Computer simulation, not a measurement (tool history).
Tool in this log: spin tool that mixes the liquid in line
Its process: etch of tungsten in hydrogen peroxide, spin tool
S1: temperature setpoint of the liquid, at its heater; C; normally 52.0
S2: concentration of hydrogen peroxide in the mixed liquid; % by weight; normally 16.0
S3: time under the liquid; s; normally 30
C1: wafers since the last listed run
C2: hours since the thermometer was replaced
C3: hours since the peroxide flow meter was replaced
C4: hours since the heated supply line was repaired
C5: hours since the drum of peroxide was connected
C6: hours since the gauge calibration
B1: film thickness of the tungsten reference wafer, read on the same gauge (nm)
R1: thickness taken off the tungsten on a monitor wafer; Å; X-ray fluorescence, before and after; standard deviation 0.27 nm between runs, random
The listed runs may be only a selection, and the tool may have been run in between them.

{"run": 1, "hour": 0.0, "S1": 52.0, "S2": 16.0, "S3": 30, "C1": 0, "C2": 1081.5, "C3": 2265.8, "C4": 3124.4, "C5": 271.7, "C6": 248.7, "B1": 49.09, "R1": 575.9}
{"run": 2, "hour": 29.6, "S1": 52.0, "S2": 16.0, "S3": 30, "C1": 299, "C2": 1111.1, "C3": 2295.4, "C4": 3154.0, "C5": 301.3, "C6": 278.3, "B1": 49.09, "R1": 571.6}
{"run": 3, "hour": 57.5, "S1": 52.0, "S2": 16.0, "S3": 30, "C1": 282, "C2": 1139.0, "C3": 2323.3, "C4": 3181.9, "C5": 329.2, "C6": 306.2, "B1": 49.06, "R1": 570.4}
{"run": 4, "hour": 97.9, "S1": 52.0, "S2": 16.0, "S3": 30, "C1": 408, "C2": 1179.4, "C3": 2363.7, "C4": 3222.3, "C5": 369.6, "C6": 346.6, "B1": 49.04, "R1": 568.9}
{"run": 5, "hour": 130.2, "S1": 52.0, "S2": 16.0, "S3": 30, "C1": 326, "C2": 1211.7, "C3": 2396.0, "C4": 3254.6, "C5": 401.9, "C6": 378.9, "B1": 49.0, "R1": 572.0}
{"run": 6, "hour": 143.2, "S1": 52.0, "S2": 16.0, "S3": 30, "C1": 131, "C2": 1224.7, "C3": 2409.0, "C4": 3267.6, "C5": 414.9, "C6": 391.9, "B1": 49.02, "R1": 569.7}
{"run": 7, "hour": 165.7, "S1": 55.5, "S2": 16.0, "S3": 30, "C1": 227, "C2": 1247.2, "C3": 2431.5, "C4": 3290.1, "C5": 437.4, "C6": 414.4, "B1": 49.01, "R1": 707.3}
{"hour": 178.4, "done": "gauge calibrated"}
{"run": 8, "hour": 179.9, "S1": 55.5, "S2": 16.0, "S3": 30, "C1": 143, "C2": 1261.4, "C3": 2445.7, "C4": 3304.3, "C5": 451.6, "C6": 1.5, "B1": 49.79, "R1": 716.1}
{"hour": 195.2, "done": "new drum of peroxide connected"}
{"hour": 195.5, "done": "thermometer replaced"}
{"run": 9, "hour": 204.6, "S1": 55.5, "S2": 16.0, "S3": 30, "C1": 236, "C2": 9.1, "C3": 2470.4, "C4": 3329.0, "C5": 9.4, "C6": 26.2, "B1": 49.65, "R1": 708.1}
{"run": 10, "hour": 240.6, "S1": 56.5, "S2": 16.0, "S3": 30, "C1": 364, "C2": 45.1, "C3": 2506.4, "C4": 3365.0, "C5": 45.4, "C6": 62.2, "B1": 49.49, "R1": 752.3}
{"run": 11, "hour": 260.8, "S1": 56.5, "S2": 16.0, "S3": 30, "C1": 204, "C2": 65.3, "C3": 2526.6, "C4": 3385.2, "C5": 65.6, "C6": 82.4, "B1": 49.4, "R1": 748.5}
{"run": 12, "hour": 287.2, "S1": 45.0, "S2": 19.0, "S3": 15, "C1": 266, "C2": 91.7, "C3": 2553.0, "C4": 3411.6, "C5": 92.0, "C6": 108.8, "B1": 49.31, "R1": 201.5}
{"run": 13, "hour": 322.1, "S1": 52.0, "S2": 16.0, "S3": 30, "C1": 352, "C2": 126.6, "C3": 2587.9, "C4": 3446.5, "C5": 126.9, "C6": 143.7, "B1": 49.23, "R1": 574.3}
{"run": 14, "hour": 342.4, "S1": 45.0, "S2": 14.0, "S3": 15, "C1": 205, "C2": 146.9, "C3": 2608.2, "C4": 3466.8, "C5": 147.2, "C6": 164.0, "B1": 49.21, "R1": 172.9}
{"hour": 350.9, "done": "peroxide flow meter replaced"}
{"run": 15, "hour": 373.0, "S1": 42.5, "S2": 16.0, "S3": 20, "C1": 299, "C2": 177.5, "C3": 22.1, "C4": 3497.4, "C5": 177.8, "C6": 194.6, "B1": 49.16, "R1": 211.8}
{"run": 16, "hour": 402.0, "S1": 52.0, "S2": 14.5, "S3": 30, "C1": 293, "C2": 206.5, "C3": 51.1, "C4": 3526.4, "C5": 206.8, "C6": 223.6, "B1": 49.12, "R1": 548.2}
{"hour": 405.4, "done": "heated supply line repaired"}
{"run": 17, "hour": 425.2, "S1": 52.0, "S2": 16.0, "S3": 30, "C1": 224, "C2": 229.7, "C3": 74.3, "C4": 19.8, "C5": 230.0, "C6": 246.8, "B1": 49.08, "R1": 576.8}
{"run": 18, "hour": 447.8, "S1": 52.0, "S2": 16.0, "S3": 30, "C1": 228, "C2": 252.3, "C3": 96.9, "C4": 42.4, "C5": 252.6, "C6": 269.4, "B1": 49.08, "R1": 572.0}
{"run": 19, "hour": 480.3, "S1": 57.0, "S2": 16.0, "S3": 35, "C1": 328, "C2": 284.8, "C3": 129.4, "C4": 74.9, "C5": 285.1, "C6": 301.9, "B1": 49.05, "R1": 895.5}
{"run": 20, "hour": 509.6, "S1": 44.5, "S2": 20.5, "S3": 25, "C1": 296, "C2": 314.1, "C3": 158.7, "C4": 104.2, "C5": 314.4, "C6": 331.2, "B1": 49.02, "R1": 339.1}
{"run": 21, "hour": 542.1, "S1": 52.0, "S2": 16.0, "S3": 20, "C1": 328, "C2": 346.6, "C3": 191.2, "C4": 136.7, "C5": 346.9, "C6": 363.7, "B1": 49.01, "R1": 382.6}
{"run": 22, "hour": 555.0, "S1": 45.5, "S2": 16.0, "S3": 30, "C1": 130, "C2": 359.5, "C3": 204.1, "C4": 149.6, "C5": 359.8, "C6": 376.6, "B1": 49.03, "R1": 382.0}
{"run": 23, "hour": 570.2, "S1": 55.5, "S2": 12.0, "S3": 35, "C1": 153, "C2": 374.7, "C3": 219.3, "C4": 164.8, "C5": 375.0, "C6": 391.8, "B1": 49.0, "R1": 711.4}
{"hour": 586.9, "done": "new drum of peroxide connected"}
{"run": 24, "hour": 602.3, "S1": 56.0, "S2": 16.0, "S3": 30, "C1": 314, "C2": 406.8, "C3": 251.4, "C4": 196.9, "C5": 15.4, "C6": 423.9, "B1": 48.99, "R1": 723.0}
{"hour": 610.7, "done": "gauge calibrated"}
{"run": 25, "hour": 616.0, "S1": 52.0, "S2": 18.0, "S3": 45, "C1": 138, "C2": 420.5, "C3": 265.1, "C4": 210.6, "C5": 29.1, "C6": 5.3, "B1": 50.04, "R1": 922.8}
{"run": 26, "hour": 649.5, "S1": 55.5, "S2": 20.5, "S3": 15, "C1": 338, "C2": 454.0, "C3": 298.6, "C4": 244.1, "C5": 62.6, "C6": 38.8, "B1": 49.87, "R1": 405.8}
{"run": 27, "hour": 685.4, "S1": 52.0, "S2": 16.0, "S3": 30, "C1": 363, "C2": 489.9, "C3": 334.5, "C4": 280.0, "C5": 98.5, "C6": 74.7, "B1": 49.72, "R1": 578.1}

Each row is a separate what-if for the run after 27, all from the same tool condition, not one after another. Results?
{"run": "A", "hour": 685.8, "S1": 44.5, "S2": 16.0, "S3": 30, "C1": 4, "C2": 490.3, "C3": 334.9, "C4": 280.4, "C5": 98.9, "C6": 75.1, "B1": "?", "R1": "?"}
{"run": "B", "hour": 685.8, "S1": 52.0, "S2": 12.5, "S3": 40, "C1": 4, "C2": 490.3, "C3": 334.9, "C4": 280.4, "C5": 98.9, "C6": 75.1, "B1": "?", "R1": "?"}
{"run": "C", "hour": 685.8, "S1": 59.0, "S2": 20.0, "S3": 15, "C1": 4, "C2": 490.3, "C3": 334.9, "C4": 280.4, "C5": 98.9, "C6": 75.1, "B1": "?", "R1": "?"}

run=A B1=49.69 R1=364.3
run=B B1=49.69 R1=682.5
run=C B1=49.69 R1=489.6
The same runs, with their run-to-run variation unchanged, on a tool lacking any hidden condition would have given:
run=A R1=366.5
run=B R1=686.6
run=C R1=492.6
